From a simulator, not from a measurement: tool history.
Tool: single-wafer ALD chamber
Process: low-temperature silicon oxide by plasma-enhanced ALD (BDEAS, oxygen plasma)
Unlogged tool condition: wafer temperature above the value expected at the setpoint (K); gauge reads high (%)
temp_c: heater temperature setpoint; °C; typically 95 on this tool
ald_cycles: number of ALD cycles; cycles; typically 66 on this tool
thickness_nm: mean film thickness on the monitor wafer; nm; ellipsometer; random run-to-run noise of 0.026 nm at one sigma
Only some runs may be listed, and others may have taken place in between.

run    hour  temp_c  ald_cycles  wafers since the last listed run  hours since the last thermocouple change  hours since the gauge calibration  read-back reference wafer on the same gauge, thickness_nm  thickness_nm
  1       0      95          60                                 0                                    1170.7                              304.4                                                      9.502         9.112
  2      44      95          66                               189                                    1214.7                              348.4                                                      9.503        10.049
  3   105.8     102          62                               266                                    1276.5                              410.2                                                      9.499         9.339
  4   160.9     102          62                               237                                    1331.6                              465.3                                                      9.503         9.356
  5   191.7      95          66                               132                                    1362.4                              496.1                                                      9.502        10.076
  6   261.1      95          66                               299                                    1431.8                              565.5                                                      9.503        10.056
  7   292.8      95          66                               136                                    1463.5                              597.2                                                      9.499        10.084
  8   316.9      95          66                               103                                    1487.6                              621.3                                                      9.497        10.082
  9   353.8      91          62                               159                                    1524.5                              658.2                                                      9.495         9.522
 10   381.8      95          66                               120                                    1552.5                              686.2                                                      9.499        10.028
      386.7  -- gauge calibrated
 11   450.3      95          78                               295                                      1621                               63.6                                                      9.502        11.846
 12   480.9      95          54                               131                                    1651.6                               94.2                                                      9.497         8.247
 13     545      85          66                               276                                    1715.7                              158.3                                                      9.503        10.381
 14   614.4     106          56                               299                                    1785.1                              227.7                                                      9.504         8.413
      672.6  -- thermocouple changed; heater temperature recalibrated
 15   673.1     106          56                               218                                       0.5                              286.4                                                      9.498         8.462
 16   720.5      95          66                               204                                      47.9                              333.8                                                        9.5        10.257
 17   776.1      99          73                               239                                     103.5                              389.4                                                        9.5        11.133
 18   834.5     106          77                               251                                     161.9                              447.8                                                      9.499         11.58
 19   904.3      99          66                               300                                     231.7                              517.6                                                      9.499        10.098
 20   948.1      95          76                               188                                     275.5                              561.4                                                      9.498        11.693
 21  1015.8      95          66                               291                                     343.2                              629.1                                                      9.497        10.135

Alternative continuations, all from the tool just after run 21; predict every row:
  A  1016.3     102          66                                 2                                     343.7                              629.6                                                          ?             ?
  B  1016.3     105          66                                 2                                     343.7                              629.6                                                          ?             ?
  C  1016.3      90          71                                 2                                     343.7                              629.6                                                          ?             ?
  D  1016.3     107          71                                 2                                     343.7                              629.6                                                          ?             ?
  E  1016.3      95          56                                 2                                     343.7                              629.6                                                          ?             ?

run  read-back reference wafer on the same gauge, thickness_nm  thickness_nm
  A                                                      9.496         9.986
  B                                                      9.496         9.939
  C                                                      9.496        11.075
  D                                                      9.496        10.657
  E                                                      9.496           8.6
What these runs would have given with no unlogged condition in the tool:
run  thickness_nm
  A         10.04
  B         9.992
  C        11.191
  D        10.715
  E         8.691
